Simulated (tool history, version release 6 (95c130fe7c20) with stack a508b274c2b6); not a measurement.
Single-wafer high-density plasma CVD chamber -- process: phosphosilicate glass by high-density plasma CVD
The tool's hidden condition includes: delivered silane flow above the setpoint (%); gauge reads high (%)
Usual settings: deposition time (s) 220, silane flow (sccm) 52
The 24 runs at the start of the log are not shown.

run	hour	deposition time (s)	silane flow (sccm)	wafers since the last listed run	hours since the silane flow controller was replaced	hours since the gauge calibration	read-back reference wafer on the same gauge, thickness_nm	mean film thickness on the monitor wafer (angstrom)
25	613.3	220	46	181	283.4	968	1024.501	10527.67
# hour 639.8: gauge calibrated
26	649.1	207	44	236	319.2	9.3	1073.833	9910.7
27	685	249	52	237	355.1	45.2	1072.233	14115.6
28	699.2	194	43	93	369.3	59.4	1074.112	9132.23
29	719.8	220	52	136	389.9	80	1074.327	12557.22
30	750.7	220	52	204	420.8	110.9	1073.309	12518.58
31	777.1	189	48	174	447.2	137.3	1073.772	9893.02
32	798.3	255	48	140	468.4	158.5	1072.385	13335.07
33	876.8	220	52	518	546.9	237	1071.154	12408.8

Forecast each of these 4 alternatives for the next run:
A	877.3	190	52	3	547.4	237.5	?	?
B	877.3	255	58	3	547.4	237.5	?	?
C	877.3	177	57	3	547.4	237.5	?	?
D	877.3	198	56	3	547.4	237.5	?	?

run	read-back reference wafer on the same gauge, thickness_nm	mean film thickness on the monitor wafer (angstrom)
A	1071.087	10814.1
B	1071.087	16188.31
C	1071.087	11042.86
D	1071.087	12136.31
Without the tool's hidden state the same runs would have given:
run	mean film thickness on the monitor wafer (angstrom)
A	10800.96
B	16168.65
C	11029.45
D	12121.57

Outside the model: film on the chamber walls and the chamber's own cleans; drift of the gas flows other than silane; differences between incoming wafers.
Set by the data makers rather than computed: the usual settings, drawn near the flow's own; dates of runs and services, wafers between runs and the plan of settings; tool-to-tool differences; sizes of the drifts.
